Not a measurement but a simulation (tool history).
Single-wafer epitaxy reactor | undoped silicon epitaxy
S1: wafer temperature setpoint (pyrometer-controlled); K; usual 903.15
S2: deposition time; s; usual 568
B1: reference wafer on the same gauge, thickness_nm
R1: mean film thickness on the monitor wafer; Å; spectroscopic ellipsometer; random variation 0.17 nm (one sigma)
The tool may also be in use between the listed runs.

run,day,S1,S2,B1,R1
1,0.000,903.15,568,55.725,618.45
2,0.533,903.15,568,55.699,619.65
3,1.000,896.15,482,55.757,435.78
4,1.308,903.15,531,55.673,577.20
5,2.812,903.15,568,55.749,616.49
6,3.062,891.15,632,55.716,499.64
7,3.375,903.15,479,55.662,517.11
8,3.679,903.15,479,55.657,521.28
9,3.929,903.15,568,55.668,614.23
10,4.488,903.15,568,55.720,614.50
11,4.838,903.15,568,55.697,615.00
12,5.183,903.15,568,55.665,615.94
13,5.817,903.15,568,55.729,614.17
14,6.454,903.15,568,55.725,612.07
15,6.996,903.15,568,55.708,613.29
16,7.250,893.15,568,55.686,473.55
17,7.842,893.15,568,55.723,472.12
18,8.125,903.15,568,55.673,614.06
19,8.433,903.15,568,55.698,612.44
20,8.992,897.15,568,55.610,524.44
21,9.296,897.15,568,55.603,522.59
22,10.038,913.15,568,55.712,787.94
23,10.771,908.15,653,55.664,801.24
24,11.125,914.15,490,55.687,698.02
25,11.438,918.15,511,55.733,808.48
26,11.975,891.15,511,55.730,399.82
27,12.250,914.15,523,55.718,748.77
28,12.646,910.15,641,55.772,826.43
29,13.025,903.15,568,55.735,610.33
30,13.454,890.15,500,55.654,379.77
31,13.846,903.15,568,55.684,609.96
32,14.558,894.15,538,55.692,490.41
33,15.050,903.15,568,55.684,656.00
34,15.371,903.15,568,55.719,651.16
35,15.996,903.15,568,55.688,650.05
36,16.388,898.15,514,55.715,518.95
37,16.938,903.15,501,55.742,575.65
38,17.275,896.15,568,55.716,542.28
39,17.717,899.15,669,55.686,692.11
40,18.425,903.15,568,55.743,651.92
41,18.838,903.15,568,55.725,651.48
42,19.412,903.15,568,55.752,653.16

Taken out of this log: 2 entries between the listed runs. Where each belongs, and how the hidden state differs across it:
Between runs 24 and 25: gauge calibrated (day 11.246)
  wafer temperature above the value expected at the setpoint (K): -2.66 -> -2.67
  measured less the result without the state, R1: -48.60 -> -56.00 Å
Between runs 31 and 32: pyrometer calibrated (day 14.458)
  wafer temperature above the value expected at the setpoint (K): -2.77 -> -0.0129
  measured less the result without the state, R1: -45.67 -> -0.17 Å
